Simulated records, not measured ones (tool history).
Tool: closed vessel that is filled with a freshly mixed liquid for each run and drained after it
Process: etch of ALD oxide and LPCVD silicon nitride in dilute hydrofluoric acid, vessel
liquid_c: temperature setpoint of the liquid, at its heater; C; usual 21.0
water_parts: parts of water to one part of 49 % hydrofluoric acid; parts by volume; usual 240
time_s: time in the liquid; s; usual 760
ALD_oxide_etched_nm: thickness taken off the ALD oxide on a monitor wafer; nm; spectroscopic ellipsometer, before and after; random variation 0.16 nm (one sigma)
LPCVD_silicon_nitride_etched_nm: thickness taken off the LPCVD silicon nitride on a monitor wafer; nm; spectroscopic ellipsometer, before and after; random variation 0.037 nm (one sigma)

run	hour	liquid_c	water_parts	time_s	wafers since the last listed run	hours since the thermometer was replaced	hours since the hydrofluoric acid flow meter was replaced	hours since the gauge calibration	read-back film thickness of the ALD oxide reference wafer, read on the same gauge (nm)	read-back film thickness of the LPCVD silicon nitride reference wafer, read on the same gauge (nm)	ALD_oxide_etched_nm	LPCVD_silicon_nitride_etched_nm
1	0.0	21.0	240	760	0	1936.3	1711.9	85.0	110.01	29.983	30.45	1.354
2	9.1	21.0	240	760	670	1945.4	1721.0	94.1	109.99	29.989	30.39	1.309
3	27.0	21.0	240	760	1318	1963.3	1738.9	112.0	110.02	30.014	30.65	1.377
4	36.7	21.0	240	760	714	1973.0	1748.6	121.7	109.95	30.027	30.55	1.359
5	43.3	21.0	240	760	486	1979.6	1755.2	128.3	110.00	29.998	30.39	1.311
6	55.2	21.0	240	760	876	1991.5	1767.1	140.2	110.01	29.997	30.62	1.323
7	62.8	21.0	275	565	559	1999.1	1774.7	147.8	110.01	29.999	18.93	0.837
8	72.8	22.5	240	760	736	2009.1	1784.7	157.8	110.02	30.006	32.03	1.488
9	82.6	22.5	240	760	722	2018.9	1794.5	167.6	109.96	30.005	32.06	1.397
10	95.7	18.0	315	355	965	2032.0	1807.6	180.7	109.98	29.983	9.01	0.376
11	107.2	19.0	360	895	847	2043.5	1819.1	192.2	110.01	30.004	19.76	0.944
12	117.6	24.5	140	620	766	2053.9	1829.5	202.6	109.97	29.983	53.93	2.336
13	128.8	21.0	165	760	825	2065.1	1840.7	213.8	110.02	30.001	47.72	1.792
# hour 142.1: hydrofluoric acid flow meter replaced
# hour 149.8: thermometer replaced
14	179.9	18.5	240	350	3617	30.1	37.8	264.9	110.02	29.999	11.68	0.468
# hour 195.2: gauge calibrated
# hour 201.9: hydrofluoric acid flow meter replaced, repeated, since the last time left the tool worse
15	224.3	21.0	240	760	3197	74.5	22.4	29.1	109.97	30.002	34.57	1.365
16	239.9	21.0	240	760	1149	90.1	38.0	44.7	110.03	29.992	33.98	1.409
17	246.6	21.0	270	760	493	96.8	44.7	51.4	110.01	29.996	29.44	1.216
18	259.0	21.0	240	760	913	109.2	57.1	63.8	110.00	30.013	33.98	1.475

Forecast each of these 3 alternatives for the next run:
A	259.9	21.0	295	760	66	110.1	58.0	64.7	?	?	?	?
B	259.9	23.5	150	1070	66	110.1	58.0	64.7	?	?	?	?
C	259.9	17.5	130	1135	66	110.1	58.0	64.7	?	?	?	?

run	read-back film thickness of the ALD oxide reference wafer, read on the same gauge (nm)	read-back film thickness of the LPCVD silicon nitride reference wafer, read on the same gauge (nm)	ALD_oxide_etched_nm	LPCVD_silicon_nitride_etched_nm
A	109.97	30.009	26.08	1.187
B	109.97	30.009	91.86	3.807
C	109.97	30.009	90.45	3.111
Without the tool's hidden state the same runs would have given:
run	ALD_oxide_etched_nm	LPCVD_silicon_nitride_etched_nm
A	26.23	1.192
B	92.32	3.823
C	90.89	3.124

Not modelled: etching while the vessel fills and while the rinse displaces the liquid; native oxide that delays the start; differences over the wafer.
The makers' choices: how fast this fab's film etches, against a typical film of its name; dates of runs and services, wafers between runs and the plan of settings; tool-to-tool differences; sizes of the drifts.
